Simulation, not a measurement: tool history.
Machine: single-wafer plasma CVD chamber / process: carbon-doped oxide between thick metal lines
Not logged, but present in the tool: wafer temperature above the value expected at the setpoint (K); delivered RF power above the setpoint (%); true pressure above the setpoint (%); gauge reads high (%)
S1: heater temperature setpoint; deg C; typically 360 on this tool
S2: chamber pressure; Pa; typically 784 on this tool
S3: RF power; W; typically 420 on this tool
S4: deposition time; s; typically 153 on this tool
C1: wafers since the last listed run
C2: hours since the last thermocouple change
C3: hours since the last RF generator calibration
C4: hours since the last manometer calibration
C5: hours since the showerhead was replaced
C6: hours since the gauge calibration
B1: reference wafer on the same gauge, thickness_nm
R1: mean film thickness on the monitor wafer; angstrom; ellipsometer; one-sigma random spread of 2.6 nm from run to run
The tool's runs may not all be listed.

run    hour   S1   S2   S3   S4   C1      C2      C3      C4      C5      C6       B1       R1
  1     0.0  353  784  420  153    0  1954.3  1136.0  1374.6  2853.9  1194.4  486.803  6066.72
  2    59.9  360  784  420  153  794  2014.2  1195.9  1434.5  2913.8  1254.3  485.586  5979.86
  3    92.3  360  784  420  153  429  2046.6  1228.3  1466.9  2946.2  1286.7  485.058  5935.67
  4   157.1  360  784  420  153  859  2111.4  1293.1  1531.7  3011.0  1351.5  484.391  5921.71
  5   222.8  360  784  420  153  871  2177.1  1358.8  1597.4  3076.7  1417.2  483.915  5957.02
  6   252.9  360  784  420  153  399  2207.2  1388.9  1627.5  3106.8  1447.3  482.282  5911.74
  7   309.2  360  784  420  153  747  2263.5  1445.2  1683.8  3163.1  1503.6  481.880  5871.24
  8   347.6  360  784  420  153  509  2301.9  1483.6  1722.2  3201.5  1542.0  481.695  5876.26
      379.5  -- showerhead replaced
      416.9  -- RF generator calibrated
  9   417.5  360  784  420  153  715  2371.8     0.6  1792.1    38.0  1611.9  480.063  5868.33
 10   474.2  360  784  420  153  752  2428.5    57.3  1848.8    94.7  1668.6  479.610  5863.66
 11   539.6  360  784  420  153  867  2493.9   122.7  1914.2   160.1  1734.0  479.015  5867.97
 12   609.8  360  893  420  173  931  2564.1   192.9  1984.4   230.3  1804.2  477.386  6732.64
      659.7  -- gauge calibrated
 13   676.7  360  893  420  173  887  2631.0   259.8  2051.3   297.2    17.0  505.646  7079.20
 14   744.9  360  784  420  153  904  2699.2   328.0  2119.5   365.4    85.2  504.093  6218.02
 15   776.5  360  784  420  153  419  2730.8   359.6  2151.1   397.0   116.8  504.469  6207.23
 16   803.0  360  784  420  153  351  2757.3   386.1  2177.6   423.5   143.3  503.703  6170.61
 17   843.7  354  784  365  153  540  2798.0   426.8  2218.3   464.2   184.0  503.480  5474.37
 18   913.0  360  784  470  153  919  2867.3   496.1  2287.6   533.5   253.3  502.000  6836.06
 19   939.3  364  837  385  181  348  2893.6   522.4  2313.9   559.8   279.6  501.938  6657.44
      973.2  -- thermocouple changed; heater temperature recalibrated
 20  1001.3  360  784  420  153  716    28.1   584.4  2375.9   621.8   341.6  499.967  6105.82
 21  1072.8  360  784  420  153  948    99.6   655.9  2447.4   693.3   413.1  499.939  6112.80
 22  1139.6  367  784  465  153  886   166.4   722.7  2514.2   760.1   479.9  498.014  6596.17
 23  1197.7  360  660  365  153  770   224.5   780.8  2572.3   818.2   538.0  497.823  5201.19
 24  1230.8  360  784  420  153  439   257.6   813.9  2605.4   851.3   571.1  496.653  6047.46
     1241.4  -- capacitance manometer re-zeroed and calibrated
 25  1285.3  360  784  460  153  616   312.1   868.4    43.9   905.8   625.6  496.482  6587.02
 26  1337.3  366  627  420  134  689   364.1   920.4    95.9   957.8   677.6  495.277  5094.88
 27  1391.1  356  784  420  153  713   417.9   974.2   149.7  1011.6   731.4  494.682  6076.35

Forecast run 28:
 28  1530.8  367  904  420  127  1853  557.6  1113.9  289.4  1151.3  871.1   ?   ?

B1: 492.936
R1: 4996.04 angstrom
With no hidden state in the tool, this same run would have given R1 5113.01 angstrom.
